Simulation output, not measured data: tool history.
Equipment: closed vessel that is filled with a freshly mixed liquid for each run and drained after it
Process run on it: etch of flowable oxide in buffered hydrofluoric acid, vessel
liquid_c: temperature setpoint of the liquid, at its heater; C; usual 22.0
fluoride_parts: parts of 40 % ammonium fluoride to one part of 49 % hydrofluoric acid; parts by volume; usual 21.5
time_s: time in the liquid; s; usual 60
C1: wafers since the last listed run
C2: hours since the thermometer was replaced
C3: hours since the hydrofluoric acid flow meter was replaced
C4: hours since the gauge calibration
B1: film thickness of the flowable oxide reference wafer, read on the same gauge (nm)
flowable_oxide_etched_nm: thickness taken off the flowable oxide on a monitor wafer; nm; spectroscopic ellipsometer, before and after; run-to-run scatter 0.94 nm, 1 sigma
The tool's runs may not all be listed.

Run 1, hour 0.0: usual settings but fluoride_parts 17.5 parts by volume; C1 0; C2 1428.3; C3 117.6; C4 603.6; B1 70.05. Result: flowable_oxide_etched_nm 138.48 nm.
Run 2, hour 72.9: usual settings but fluoride_parts 17.5 parts by volume; C1 10836; C2 1501.2; C3 190.5; C4 676.5; B1 70.01. Result: flowable_oxide_etched_nm 139.78 nm.
Run 3, hour 168.2: usual settings but fluoride_parts 17.5 parts by volume; C1 14166; C2 1596.5; C3 285.8; C4 771.8; B1 70.01. Result: flowable_oxide_etched_nm 139.06 nm.
Run 4, hour 233.6: usual settings but liquid_c 19.5 C; C1 9721; C2 1661.9; C3 351.2; C4 837.2; B1 69.99. Result: flowable_oxide_etched_nm 101.35 nm.
Run 5, hour 314.4: usual settings but time_s 85 s; C1 12010; C2 1742.7; C3 432.0; C4 918.0; B1 69.98. Result: flowable_oxide_etched_nm 165.57 nm.
Run 6, hour 358.5: usual settings but time_s 85 s; C1 6555; C2 1786.8; C3 476.1; C4 962.1; B1 70.03. Result: flowable_oxide_etched_nm 165.35 nm.
Run 7, hour 447.3: usual settings but time_s 85 s; C1 13199; C2 1875.6; C3 564.9; C4 1050.9; B1 70.01. Result: flowable_oxide_etched_nm 164.99 nm.
Run 8, hour 537.0: usual settings but fluoride_parts 16.5 parts by volume; C1 13333; C2 1965.3; C3 654.6; C4 1140.6; B1 69.99. Result: flowable_oxide_etched_nm 146.63 nm.
Run 9, hour 595.9: usual settings but fluoride_parts 16.5 parts by volume; C1 8755; C2 2024.2; C3 713.5; C4 1199.5; B1 69.97. Result: flowable_oxide_etched_nm 145.44 nm.
Run 10, hour 690.9: usual settings; C1 14121; C2 2119.2; C3 808.5; C4 1294.5; B1 69.98. Result: flowable_oxide_etched_nm 115.93 nm.
Run 11, hour 758.0: usual settings; C1 9974; C2 2186.3; C3 875.6; C4 1361.6; B1 70.02. Result: flowable_oxide_etched_nm 115.46 nm.
Run 12, hour 844.0: usual settings; C1 12783; C2 2272.3; C3 961.6; C4 1447.6; B1 70.01. Result: flowable_oxide_etched_nm 115.42 nm.
Run 13, hour 895.5: usual settings but liquid_c 26.0 C, fluoride_parts 27.0 parts by volume; C1 7655; C2 2323.8; C3 1013.1; C4 1499.1; B1 70.00. Result: flowable_oxide_etched_nm 123.53 nm.
Run 14, hour 1002.0: usual settings but liquid_c 24.0 C, time_s 45 s; C1 15830; C2 2430.3; C3 1119.6; C4 1605.6; B1 69.99. Result: flowable_oxide_etched_nm 95.92 nm.
Run 15, hour 1074.6: usual settings but time_s 90 s; C1 10791; C2 2502.9; C3 1192.2; C4 1678.2; B1 70.01. Result: flowable_oxide_etched_nm 173.41 nm.
Run 16, hour 1168.9: usual settings but liquid_c 18.0 C; C1 14017; C2 2597.2; C3 1286.5; C4 1772.5; B1 70.04. Result: flowable_oxide_etched_nm 91.22 nm.
Run 17, hour 1254.1: usual settings but liquid_c 25.5 C; C1 12664; C2 2682.4; C3 1371.7; C4 1857.7; B1 70.04. Result: flowable_oxide_etched_nm 138.79 nm.
Run 18, hour 1308.0: usual settings but liquid_c 18.5 C, fluoride_parts 17.5 parts by volume; C1 8012; C2 2736.3; C3 1425.6; C4 1911.6; B1 70.02. Result: flowable_oxide_etched_nm 110.40 nm.
At hour 1334.5: gauge calibrated.
Run 19, hour 1384.7: usual settings but liquid_c 19.5 C, fluoride_parts 18.5 parts by volume, time_s 40 s; C1 11401; C2 2813.0; C3 1502.3; C4 50.2; B1 69.93. Result: flowable_oxide_etched_nm 74.14 nm.
At hour 1431.5: thermometer replaced.
At hour 1496.9: hydrofluoric acid flow meter replaced.
Run 20, hour 1574.9: usual settings but liquid_c 19.5 C, fluoride_parts 29.0 parts by volume, time_s 40 s; C1 27975; C2 143.4; C3 78.0; C4 240.4; B1 70.03. Result: flowable_oxide_etched_nm 52.76 nm.
Run 21, hour 1650.5: usual settings; C1 11237; C2 219.0; C3 153.6; C4 316.0; B1 70.02. Result: flowable_oxide_etched_nm 111.80 nm.
Run 22, hour 1754.4: usual settings but liquid_c 23.5 C, fluoride_parts 16.0 parts by volume, time_s 85 s; C1 15444; C2 322.9; C3 257.5; C4 419.9; B1 69.98. Result: flowable_oxide_etched_nm 228.28 nm.
Run 23, hour 1868.8: usual settings; C1 17005; C2 437.3; C3 371.9; C4 534.3; B1 70.00. Result: flowable_oxide_etched_nm 112.22 nm.
Run 24, hour 1909.3: usual settings but liquid_c 26.0 C, fluoride_parts 13.0 parts by volume, time_s 30 s; C1 6020; C2 477.8; C3 412.4; C4 574.8; B1 70.02. Result: flowable_oxide_etched_nm 109.98 nm.
Run 25, hour 1966.5: usual settings; C1 8502; C2 535.0; C3 469.6; C4 632.0; B1 69.96. Result: flowable_oxide_etched_nm 111.42 nm.
Run 26, hour 2024.0: usual settings but liquid_c 18.5 C, fluoride_parts 24.0 parts by volume, time_s 70 s; C1 8547; C2 592.5; C3 527.1; C4 689.5; B1 70.02. Result: flowable_oxide_etched_nm 99.85 nm.
Run 27, hour 2073.9: usual settings but liquid_c 25.0 C, time_s 35 s; C1 7417; C2 642.4; C3 577.0; C4 739.4; B1 70.00. Result: flowable_oxide_etched_nm 76.79 nm.

Pick out some run-to-run changes in flowable_oxide_etched_nm. Of each, how much would a tool without hidden state show as well, from the settings, what came in and chance, and how much is left for the hidden state and any gauge scatter not in both results compared?
The hidden state here: liquid hotter than its thermometer reads (K); hydrofluoric acid flow below the setpoint (%); gauge reads high (%).
Run 7 -> 8: fluoride_parts 21.5 -> 16.5, time_s 85 -> 60. flowable_oxide_etched_nm -18.36 nm: hidden state -3.25, all else -15.11.
Run 17 -> 18: liquid_c 25.5 -> 18.5, fluoride_parts 21.5 -> 17.5. flowable_oxide_etched_nm -28.39 nm: hidden state -4.16, all else -24.23.
Run 21 -> 22: liquid_c 22.0 -> 23.5, fluoride_parts 21.5 -> 16.0, time_s 60 -> 85. flowable_oxide_etched_nm +116.48 nm: hidden state -1.75, all else +118.23.
Run 22 -> 23: liquid_c 23.5 -> 22.0, fluoride_parts 16.0 -> 21.5, time_s 85 -> 60. flowable_oxide_etched_nm -116.06 nm: hidden state +1.47, all else -117.53.
